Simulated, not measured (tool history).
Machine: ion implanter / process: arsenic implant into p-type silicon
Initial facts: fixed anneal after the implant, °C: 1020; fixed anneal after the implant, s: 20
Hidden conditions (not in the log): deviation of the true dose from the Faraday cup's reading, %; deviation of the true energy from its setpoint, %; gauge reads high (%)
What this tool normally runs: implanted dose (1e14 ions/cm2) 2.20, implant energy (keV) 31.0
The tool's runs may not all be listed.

| run | hour | implanted dose (1e14 ions/cm2) | implant energy (keV) | wafers since the last listed run | hours since the last dose calibration | hours since the extraction supply was calibrated | hours since the gauge calibration | read-back reference wafer on the same gauge, sheet resistance | sheet resistance of the implanted and annealed layer (ohm/square) |
|---|---|---|---|---|---|---|---|---|---|
| 1 | 0.0 | 2.20 | 31.0 | 0 | 636.5 | 2574.5 | 1672.7 | 417.76 | 377.63 |
| 2 | 79.9 | 2.20 | 31.0 | 2642 | 716.4 | 2654.4 | 1752.6 | 417.49 | 380.14 |
| 3 | 142.2 | 2.20 | 31.0 | 2060 | 778.7 | 2716.7 | 1814.9 | 418.33 | 374.22 |
| 4 | 203.4 | 2.20 | 31.0 | 2023 | 839.9 | 2777.9 | 1876.1 | 418.19 | 378.54 |
| 5 | 250.2 | 2.20 | 31.0 | 1547 | 886.7 | 2824.7 | 1922.9 | 418.67 | 380.96 |
| 6 | 317.2 | 2.20 | 31.0 | 2215 | 953.7 | 2891.7 | 1989.9 | 418.52 | 379.60 |
| 7 | 389.9 | 2.20 | 31.0 | 2403 | 1026.4 | 2964.4 | 2062.6 | 419.02 | 379.13 |
| 8 | 435.3 | 2.20 | 31.0 | 1501 | 1071.8 | 3009.8 | 2108.0 | 419.08 | 379.13 |
| 9 | 517.6 | 2.20 | 31.0 | 2721 | 1154.1 | 3092.1 | 2190.3 | 419.69 | 379.93 |
| 10 | 566.4 | 2.20 | 31.0 | 1613 | 1202.9 | 3140.9 | 2239.1 | 419.76 | 378.87 |
| 11 | 619.0 | 2.20 | 31.0 | 1739 | 1255.5 | 3193.5 | 2291.7 | 420.29 | 378.51 |
| 12 | 826.6 | 2.20 | 31.0 | 6864 | 1463.1 | 3401.1 | 2499.3 | 421.09 | 380.24 |
|  | 858.8 | extraction supply calibrated |
| 13 | 928.8 | 2.20 | 36.0 | 3114 | 1565.3 | 70.0 | 2601.5 | 421.22 | 375.67 |
| 14 | 1027.4 | 2.20 | 36.0 | 3260 | 1663.9 | 168.6 | 2700.1 | 421.83 | 372.58 |
| 15 | 1064.1 | 2.20 | 31.0 | 1213 | 1700.6 | 205.3 | 2736.8 | 422.11 | 380.86 |
|  | 1126.8 | gauge calibrated |
| 16 | 1150.6 | 2.63 | 39.5 | 2860 | 1787.1 | 291.8 | 23.8 | 406.26 | 311.13 |
| 17 | 1244.4 | 2.20 | 27.5 | 3101 | 1880.9 | 385.6 | 117.6 | 406.66 | 373.77 |
| 18 | 1487.4 | 2.50 | 20.5 | 8035 | 2123.9 | 628.6 | 360.6 | 408.42 | 353.10 |
| 19 | 1537.8 | 2.20 | 31.0 | 1666 | 2174.3 | 679.0 | 411.0 | 407.94 | 365.84 |
|  | 1561.2 | Faraday cup replaced and dose calibrated |
| 20 | 1633.8 | 2.20 | 38.5 | 2909 | 72.6 | 775.0 | 507.0 | 408.47 | 355.07 |
| 21 | 1676.7 | 1.85 | 28.0 | 1418 | 115.5 | 817.9 | 549.9 | 408.57 | 425.19 |
| 22 | 1757.5 | 1.71 | 27.0 | 2671 | 196.3 | 898.7 | 630.7 | 409.39 | 452.20 |
| 23 | 1864.2 | 1.95 | 31.0 | 3528 | 303.0 | 1005.4 | 737.4 | 409.62 | 404.78 |
| 24 | 1909.1 | 2.20 | 31.0 | 1484 | 347.9 | 1050.3 | 782.3 | 409.46 | 368.10 |
| 25 | 1966.3 | 2.43 | 41.0 | 1891 | 405.1 | 1107.5 | 839.5 | 409.93 | 328.72 |
| 26 | 2202.9 | 2.20 | 34.5 | 7823 | 641.7 | 1344.1 | 1076.1 | 410.78 | 364.25 |
| 27 | 2297.0 | 2.68 | 31.0 | 3111 | 735.8 | 1438.2 | 1170.2 | 411.00 | 321.33 |
| 28 | 2388.8 | 1.85 | 36.0 | 3035 | 827.6 | 1530.0 | 1262.0 | 411.90 | 413.06 |
| 29 | 2431.0 | 2.20 | 31.0 | 1395 | 869.8 | 1572.2 | 1304.2 | 412.37 | 373.12 |

3 ways to go on from here, each from the tool as it stands after run 29. What would each give?
| A | 2431.4 | 2.20 | 31.0 | 13 | 870.2 | 1572.6 | 1304.6 | ? | ? |
| B | 2431.4 | 2.20 | 22.5 | 13 | 870.2 | 1572.6 | 1304.6 | ? | ? |
| C | 2431.4 | 2.68 | 25.0 | 13 | 870.2 | 1572.6 | 1304.6 | ? | ? |

| run | read-back reference wafer on the same gauge, sheet resistance | sheet resistance of the implanted and annealed layer (ohm/square) |
|---|---|---|
| A | 411.67 | 368.99 |
| B | 411.67 | 386.23 |
| C | 411.67 | 328.29 |
Take away the tool's hidden state, keep each run's random variation, and the runs would have read:
| run | sheet resistance of the implanted and annealed layer (ohm/square) |
|---|---|
| A | 364.65 |
| B | 381.68 |
| C | 324.42 |
